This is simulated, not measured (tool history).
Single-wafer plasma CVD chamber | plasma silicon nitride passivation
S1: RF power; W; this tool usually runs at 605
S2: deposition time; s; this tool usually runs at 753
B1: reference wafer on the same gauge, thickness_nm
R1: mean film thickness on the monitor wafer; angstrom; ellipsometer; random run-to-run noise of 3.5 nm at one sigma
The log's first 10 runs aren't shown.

run 11 hour=805.5 | S1=605 S2=753 | B1=1416.911 | R1=13386.27
-- hour=838.8 gauge calibrated
run 12 hour=899.1 | S1=670 S2=753 | B1=1390.716 | R1=13496.67
-- hour=934.3 showerhead replaced
run 13 hour=986.5 | S1=670 S2=753 | B1=1394.251 | R1=13603.16
-- hour=1023.5 RF generator calibrated
run 14 hour=1064.3 | S1=670 S2=753 | B1=1397.753 | R1=13615.16
run 15 hour=1130.3 | S1=605 S2=753 | B1=1399.174 | R1=13159.71
run 16 hour=1213.8 | S1=605 S2=753 | B1=1401.829 | R1=13252.66
run 17 hour=1301.8 | S1=605 S2=708 | B1=1405.294 | R1=12529.76
run 18 hour=1338.4 | S1=645 S2=753 | B1=1405.834 | R1=13538.03
run 19 hour=1443.7 | S1=605 S2=630 | B1=1408.319 | R1=11180.98
run 20 hour=1499.7 | S1=695 S2=753 | B1=1407.934 | R1=13830.77
run 21 hour=1539.1 | S1=525 S2=641 | B1=1410.639 | R1=10999.92
run 22 hour=1579.7 | S1=605 S2=753 | B1=1411.481 | R1=13377.57
run 23 hour=1662.4 | S1=665 S2=844 | B1=1412.966 | R1=15303.2
run 24 hour=1752.3 | S1=605 S2=677 | B1=1413.336 | R1=12072.05
run 25 hour=1823.7 | S1=605 S2=753 | B1=1414.877 | R1=13341.24

Run 26 has not been measured yet. What should we expect?
-- hour=1937.8 RF generator calibrated
run 26 hour=2110 | S1=485 S2=639 | B1=? | R1=?

B1: 1419.313
R1: 10794.05 angstrom
Without the tool's hidden state the same run would have given R1 10497.48 angstrom.

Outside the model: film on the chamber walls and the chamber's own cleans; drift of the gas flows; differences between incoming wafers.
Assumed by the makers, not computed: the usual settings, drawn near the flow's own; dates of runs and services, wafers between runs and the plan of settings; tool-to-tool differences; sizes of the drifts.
